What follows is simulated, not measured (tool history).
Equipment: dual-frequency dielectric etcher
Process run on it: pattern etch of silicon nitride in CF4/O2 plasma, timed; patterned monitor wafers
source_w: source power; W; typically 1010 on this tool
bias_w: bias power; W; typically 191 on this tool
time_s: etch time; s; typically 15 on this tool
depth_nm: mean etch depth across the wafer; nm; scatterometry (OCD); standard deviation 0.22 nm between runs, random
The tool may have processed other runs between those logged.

run	hour	source_w	bias_w	time_s	read-back reference wafer on the same gauge, depth_nm	depth_nm
1	0	1010	191	15	53.3	58
2	45.2	1010	191	15	53.4	58.5
3	82.7	1010	176	15	53.3	55.7
4	146.5	1010	191	15	53.3	58.6
5	202	1010	191	15	53.4	57.6
6	239.9	1010	191	15	53.3	57.6
7	292.6	1010	191	15	53.3	57.5
8	383	1010	191	15	53.3	58.4
9	477.7	1010	191	17.5	53.3	68.2
10	549	1010	191	17.5	53.3	66.4
11	666.8	1010	191	17.5	53.3	64.6
12	723.8	1010	221	15	53.3	59.7
13	770.1	1120	159	12	53.3	45.6
14	812.2	1010	191	15	53.2	55.7
15	848.8	890	191	15	53.3	48.9
16	940.3	1010	191	17.5	53.2	66
17	1026	770	172	11.5	53.3	31
18	1091.2	790	232	13.5	53.3	43.1
19	1159	1260	191	18	53.3	85.8
20	1242.9	1010	191	15	53.3	56
21	1304.1	1160	168	13.5	53.3	55
22	1400	1240	161	18.5	53.3	79.2
23	1478.2	1010	216	15	53.3	59.9
24	1561.6	1010	229	15	53.2	62.2
25	1643.2	1190	191	15	53.3	67.9
26	1724.3	1010	174	15	53.3	53.3
27	1783.2	1010	191	15	53.3	56
28	1992.6	1210	238	15	53.4	75.6
29	2036.5	880	151	18.5	53.3	53.6

Removed from this log: 8 entries logged between the listed runs. Between which two listed runs does each belong, and how does the tool's hidden state at the listed run before it compare with that at the listed run after it?
Between runs 4 and 5: wet clean of the chamber (hour 200)
  etch rate over this chamber's usual, %: 2.36 -> 0.27; source power that arrives over what is set, %: 2.83 -> 2.92
  measured result minus the result with no hidden state, depth_nm: +3 -> +1.8 nm
Between runs 9 and 10: source power generator calibrated (hour 486.4)
  etch rate over this chamber's usual, %: 1.66 -> 2.01; source power that arrives over what is set, %: 3.42 -> 0.121
  measured result minus the result with no hidden state, depth_nm: +3.4 -> +1.4 nm
Between runs 10 and 11: gauge calibrated (hour 551); wet clean of the chamber (hour 666.3)
  etch rate over this chamber's usual, %: 2.01 -> 0.0506; source power that arrives over what is set, %: 0.121 -> 0.127
  measured result minus the result with no hidden state, depth_nm: +1.4 -> +0.1 nm
Between runs 18 and 19: bias power generator calibrated (hour 1106.6)
  etch rate over this chamber's usual, %: 2.18 -> 2.52; source power that arrives over what is set, %: 0.201 -> 0.22
  measured result minus the result with no hidden state, depth_nm: +1.1 -> +2.3 nm
Between runs 19 and 20: wet clean of the chamber (hour 1194.6)
  etch rate over this chamber's usual, %: 2.52 -> 0.598; source power that arrives over what is set, %: 0.22 -> 0.246
  measured result minus the result with no hidden state, depth_nm: +2.3 -> +0.4 nm
Between runs 20 and 21: upper electrode replaced (hour 1279.6)
  etch rate over this chamber's usual, %: 0.598 -> 0.906; source power that arrives over what is set, %: 0.246 -> 0.268
  measured result minus the result with no hidden state, depth_nm: +0.4 -> +0.6 nm
Between runs 25 and 26: wet clean of the chamber (hour 1721.4)
  etch rate over this chamber's usual, %: 2.61 -> -0.0732; source power that arrives over what is set, %: 0.415 -> 0.458
  measured result minus the result with no hidden state, depth_nm: +2 -> +0.2 nm
